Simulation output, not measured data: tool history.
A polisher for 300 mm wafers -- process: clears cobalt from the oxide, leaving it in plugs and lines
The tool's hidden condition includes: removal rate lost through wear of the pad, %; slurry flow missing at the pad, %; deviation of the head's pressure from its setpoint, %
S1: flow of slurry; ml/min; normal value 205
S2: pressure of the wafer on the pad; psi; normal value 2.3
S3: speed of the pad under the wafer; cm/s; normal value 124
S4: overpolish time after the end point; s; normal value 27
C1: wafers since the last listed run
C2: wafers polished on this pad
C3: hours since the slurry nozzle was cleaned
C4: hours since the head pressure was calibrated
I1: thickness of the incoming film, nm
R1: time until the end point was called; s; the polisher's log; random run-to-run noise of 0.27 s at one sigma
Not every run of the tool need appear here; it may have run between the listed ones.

run,hour,S1,S2,S3,S4,C1,C2,C3,C4,I1,R1
1,0,235,2.3,124,27,0,1045,333.2,989.7,212.5,34.3
# hour 7.1: worn pad replaced by a new one
2,26.1,235,2.3,124,27,226,194,359.3,1015.8,207.5,32.3
3,49.2,205,2.3,136,27,236,430,382.4,1038.9,205.7,30.8
4,74.7,205,2.3,136,27,260,691,407.9,1064.4,211.7,32.3
# hour 124.4: worn pad replaced by a new one
5,175.3,205,2.3,124,27,988,520,508.5,1165,210.4,34.3
6,195,205,2.3,124,27,201,722,528.2,1184.7,211.1,34.5
# hour 253.5: worn pad replaced by a new one
7,255.4,205,2.3,124,27,577,19,588.6,1245.1,214.2,33.5
# hour 270.2: slurry nozzle cleaned
8,286.4,205,2.3,124,27,306,326,16.2,1276.1,206.4,33.5
9,310.2,205,2.3,124,27,243,569,40,1299.9,209.7,34.3
# hour 315.2: head pressure recalibrated
10,326.1,205,2.3,124,27,142,712,55.9,10.9,210.6,34.6

For run 11, what comes out?
11,359.7,185,3,124,20,343,1056,89.5,44.5,210.2,?

Run 11 gave R1 29.3 s.
Without the tool's hidden state the same run would have given R1 27.5 s.

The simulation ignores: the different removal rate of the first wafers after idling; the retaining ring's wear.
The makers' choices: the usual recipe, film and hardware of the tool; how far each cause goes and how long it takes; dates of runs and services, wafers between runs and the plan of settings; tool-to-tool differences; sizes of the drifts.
